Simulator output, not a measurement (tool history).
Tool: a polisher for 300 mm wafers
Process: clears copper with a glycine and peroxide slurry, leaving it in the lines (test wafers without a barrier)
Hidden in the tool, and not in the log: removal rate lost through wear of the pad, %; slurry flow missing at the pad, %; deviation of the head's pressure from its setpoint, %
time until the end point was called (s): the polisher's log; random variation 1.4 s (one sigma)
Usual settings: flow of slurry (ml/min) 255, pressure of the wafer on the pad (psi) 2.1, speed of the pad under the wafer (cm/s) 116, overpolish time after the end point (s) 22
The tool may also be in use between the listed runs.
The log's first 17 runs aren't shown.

run	hour	flow of slurry (ml/min)	pressure of the wafer on the pad (psi)	speed of the pad under the wafer (cm/s)	overpolish time after the end point (s)	wafers since the last listed run	wafers polished on this pad	hours since the slurry nozzle was cleaned	hours since the head pressure was calibrated	incoming thickness of the incoming film, nm	time until the end point was called (s)
# hour 416.2: worn pad replaced by a new one
18	422	255	2.1	116	22	86	45	22.5	75	423.1	78.6
19	437.2	255	1.8	156	22	119	164	37.7	90.2	422	66.2
20	458	255	2.7	116	22	162	327	58.5	111	424.8	67.1
21	481.5	255	2.1	116	22	184	511	82	134.5	420.5	79.5
22	500	330	1.9	156	9	144	656	100.5	153	415.4	63.5
23	512.3	255	2.1	106	22	96	753	112.8	165.3	418.1	83.8
24	526.1	190	1.5	116	22	108	861	126.6	179.1	413.4	91.2
# hour 605.2: worn pad replaced by a new one
25	613.1	255	2.1	138	22	650	61	213.6	266.1	414.1	67.1
# hour 617.7: slurry nozzle cleaned
26	642.9	255	2.1	128	27	225	287	25.2	295.9	421.8	72
27	673.9	255	2.1	116	22	242	530	56.2	326.9	410.5	77.9
28	708.9	255	2.1	116	22	274	804	91.2	361.9	425.8	80
29	736.1	255	2.1	116	9	213	1017	118.4	389.1	428.4	80.6
30	764.6	290	2.1	84	13	223	1240	146.9	417.6	426.3	100
31	789.8	255	2.1	148	26	197	1438	172.1	442.8	410.7	61.7
# hour 816.5: worn pad replaced by a new one
# hour 848.9: slurry nozzle cleaned
32	876.6	255	2.1	116	22	640	463	27.7	529.6	420.4	80.5
33	892.2	190	2.1	116	22	122	585	43.3	545.2	423.5	79

Forecast each of these 5 alternatives for the next run:
A	892.7	300	2.1	116	22	3	589	43.8	545.7	418.2	?
B	892.7	320	2.1	130	26	3	589	43.8	545.7	418.2	?
C	892.7	335	1.9	146	14	3	589	43.8	545.7	418.2	?
D	892.7	185	2.1	140	15	3	589	43.8	545.7	418.2	?
E	892.7	310	2.1	116	22	3	589	43.8	545.7	418.2	?

run	time until the end point was called (s)
A	78.8
B	71.5
C	68.5
D	69.6
E	78.6
Without the tool's hidden state the same runs would have given:
run	time until the end point was called (s)
A	79.9
B	72.6
C	69.5
D	70.7
E	79.8

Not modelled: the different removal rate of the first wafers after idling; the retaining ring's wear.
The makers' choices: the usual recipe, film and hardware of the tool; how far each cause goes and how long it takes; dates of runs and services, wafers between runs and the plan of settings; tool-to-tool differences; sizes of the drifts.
